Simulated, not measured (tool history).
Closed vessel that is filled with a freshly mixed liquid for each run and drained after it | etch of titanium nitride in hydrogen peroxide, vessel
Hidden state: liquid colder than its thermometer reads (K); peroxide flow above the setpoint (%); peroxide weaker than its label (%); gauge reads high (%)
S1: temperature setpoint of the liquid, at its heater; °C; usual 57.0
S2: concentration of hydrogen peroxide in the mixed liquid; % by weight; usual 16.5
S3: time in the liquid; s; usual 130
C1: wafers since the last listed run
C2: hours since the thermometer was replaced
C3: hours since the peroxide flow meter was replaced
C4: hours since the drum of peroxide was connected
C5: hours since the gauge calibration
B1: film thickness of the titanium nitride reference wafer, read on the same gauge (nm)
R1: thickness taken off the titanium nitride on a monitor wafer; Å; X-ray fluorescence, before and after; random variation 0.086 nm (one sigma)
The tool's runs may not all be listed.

{"run": 1, "hour": 0.0, "S1": 53.5, "S2": 16.5, "S3": 130, "C1": 0, "C2": 704.3, "C3": 530.7, "C4": 122.1, "C5": 406.3, "B1": 79.41, "R1": 134.4}
{"run": 2, "hour": 51.0, "S1": 53.5, "S2": 16.5, "S3": 130, "C1": 4680, "C2": 755.3, "C3": 581.7, "C4": 173.1, "C5": 457.3, "B1": 79.26, "R1": 135.0}
{"run": 3, "hour": 121.0, "S1": 57.0, "S2": 14.5, "S3": 130, "C1": 6423, "C2": 825.3, "C3": 651.7, "C4": 243.1, "C5": 527.3, "B1": 78.95, "R1": 168.6}
{"run": 4, "hour": 416.9, "S1": 57.0, "S2": 14.5, "S3": 130, "C1": 27153, "C2": 1121.2, "C3": 947.6, "C4": 539.0, "C5": 823.2, "B1": 77.32, "R1": 163.3}
{"hour": 428.4, "done": "gauge calibrated"}
{"run": 5, "hour": 475.4, "S1": 57.0, "S2": 16.5, "S3": 130, "C1": 5368, "C2": 1179.7, "C3": 1006.1, "C4": 597.5, "C5": 47.0, "B1": 80.15, "R1": 175.9}
{"run": 6, "hour": 543.0, "S1": 57.0, "S2": 16.5, "S3": 130, "C1": 6203, "C2": 1247.3, "C3": 1073.7, "C4": 665.1, "C5": 114.6, "B1": 80.06, "R1": 173.1}
{"hour": 612.6, "done": "thermometer replaced"}
{"run": 7, "hour": 617.5, "S1": 57.0, "S2": 16.5, "S3": 130, "C1": 6744, "C2": 4.9, "C3": 1148.2, "C4": 739.6, "C5": 189.1, "B1": 79.96, "R1": 172.9}
{"run": 8, "hour": 711.4, "S1": 64.0, "S2": 16.5, "S3": 130, "C1": 8616, "C2": 98.8, "C3": 1242.1, "C4": 833.5, "C5": 283.0, "B1": 79.79, "R1": 278.6}
{"hour": 756.1, "done": "peroxide flow meter replaced"}
{"run": 9, "hour": 805.4, "S1": 53.0, "S2": 15.0, "S3": 170, "C1": 8534, "C2": 192.8, "C3": 49.3, "C4": 927.5, "C5": 377.0, "B1": 79.53, "R1": 166.4}
{"run": 10, "hour": 912.2, "S1": 57.0, "S2": 16.5, "S3": 200, "C1": 9800, "C2": 299.6, "C3": 156.1, "C4": 1034.3, "C5": 483.8, "B1": 79.16, "R1": 263.2}
{"hour": 950.5, "done": "new drum of peroxide connected"}
{"run": 11, "hour": 1010.4, "S1": 50.5, "S2": 18.5, "S3": 50, "C1": 8919, "C2": 397.8, "C3": 254.3, "C4": 59.9, "C5": 582.0, "B1": 78.73, "R1": 42.5}
{"run": 12, "hour": 1081.6, "S1": 54.5, "S2": 14.0, "S3": 110, "C1": 6533, "C2": 469.0, "C3": 325.5, "C4": 131.1, "C5": 653.2, "B1": 78.38, "R1": 117.7}
{"run": 13, "hour": 1167.6, "S1": 57.0, "S2": 20.5, "S3": 55, "C1": 7891, "C2": 555.0, "C3": 411.5, "C4": 217.1, "C5": 739.2, "B1": 77.91, "R1": 74.3}
{"run": 14, "hour": 1223.1, "S1": 57.0, "S2": 19.0, "S3": 130, "C1": 5093, "C2": 610.5, "C3": 467.0, "C4": 272.6, "C5": 794.7, "B1": 77.52, "R1": 173.6}
{"run": 15, "hour": 1278.8, "S1": 57.0, "S2": 16.5, "S3": 130, "C1": 5111, "C2": 666.2, "C3": 522.7, "C4": 328.3, "C5": 850.4, "B1": 77.17, "R1": 168.2}
{"hour": 1282.1, "done": "gauge calibrated"}
{"run": 16, "hour": 1343.8, "S1": 60.0, "S2": 18.5, "S3": 175, "C1": 5964, "C2": 731.2, "C3": 587.7, "C4": 393.3, "C5": 61.7, "B1": 79.92, "R1": 295.4}

Some steps in R1 between neighbouring runs. How much of each would the tool show without its hidden state too (settings, what came in, random variation), and how much is left for the hidden state, with any gauge scatter that isn't in both results?
Run 10 -> 11: S1 57.0 -> 50.5, S2 16.5 -> 18.5, S3 200 -> 50, new drum of peroxide connected. R1 -220.7 Å: hidden state +2.0, all else -222.7.
Run 15 -> 16: S1 57.0 -> 60.0, S2 16.5 -> 18.5, S3 130 -> 175, gauge calibrated. R1 +127.2 Å: hidden state +5.9, all else +121.3.

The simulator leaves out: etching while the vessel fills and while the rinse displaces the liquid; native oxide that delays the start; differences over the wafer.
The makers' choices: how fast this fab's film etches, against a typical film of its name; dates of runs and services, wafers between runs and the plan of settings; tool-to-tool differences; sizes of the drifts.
